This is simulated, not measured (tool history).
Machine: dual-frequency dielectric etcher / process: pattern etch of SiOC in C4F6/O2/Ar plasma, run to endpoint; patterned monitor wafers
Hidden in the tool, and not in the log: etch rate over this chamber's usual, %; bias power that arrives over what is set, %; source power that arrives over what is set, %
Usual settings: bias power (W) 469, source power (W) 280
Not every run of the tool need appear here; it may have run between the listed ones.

run	day	bias power (W)	source power (W)	wafers since the last listed run	hours since the last wet clean	hours since the last bias power generator calibration	hours since the last source power generator calibration	hours since the last upper electrode change	incoming incoming film thickness, nm	endpoint time (s)
1	0.000	469	280	0	176.1	2668.4	2981.4	3041.8	30.82	10.9
2	2.783	469	280	1516	242.9	2735.2	3048.2	3108.6	30.78	10.9
3	4.533	469	280	953	284.9	2777.2	3090.2	3150.6	31.02	11.0
4	6.600	469	280	1125	334.5	2826.8	3139.8	3200.2	30.78	10.8
# day 7.954: bias power generator calibrated
5	9.283	469	280	1371	398.9	31.9	3204.2	3264.6	31.13	11.0
# day 13.346: wet clean of the chamber, repeated, since the last time left the tool worse
6	13.367	469	220	1679	0.5	129.9	3302.2	3362.6	30.75	12.3
7	14.138	469	280	419	19.0	148.4	3320.7	3381.1	31.17	11.6
8	18.067	469	280	2140	113.3	242.7	3415.0	3475.4	31.18	11.6
9	21.792	469	250	2029	202.7	332.1	3504.4	3564.8	31.05	12.0
10	23.988	469	250	1196	255.4	384.8	3557.1	3617.5	31.26	12.0
11	25.783	469	250	978	298.5	427.9	3600.2	3660.6	30.97	11.8
12	29.475	500	240	2011	387.1	516.5	3688.8	3749.2	30.89	11.9
13	31.833	360	260	1284	443.7	573.1	3745.4	3805.8	31.18	12.9
14	33.892	469	280	1121	493.1	622.5	3794.8	3855.2	31.01	11.4
15	36.471	469	280	1405	555.0	684.4	3856.7	3917.1	31.15	11.5
16	40.492	469	280	2190	651.5	780.9	3953.2	4013.6	30.98	11.4
# day 41.525: wet clean of the chamber
17	42.333	513	340	458	19.4	825.1	3997.4	4057.8	31.04	10.6

Run 18, settings as shown, results not yet in. Your forecast:
18	46.383	526	310	2206	116.6	922.3	4094.6	4155.0	30.81	?

endpoint time (s): 10.9
With the hidden condition absent and the run-to-run variation left alone, this run would have shown endpoint time (s) 10.9.
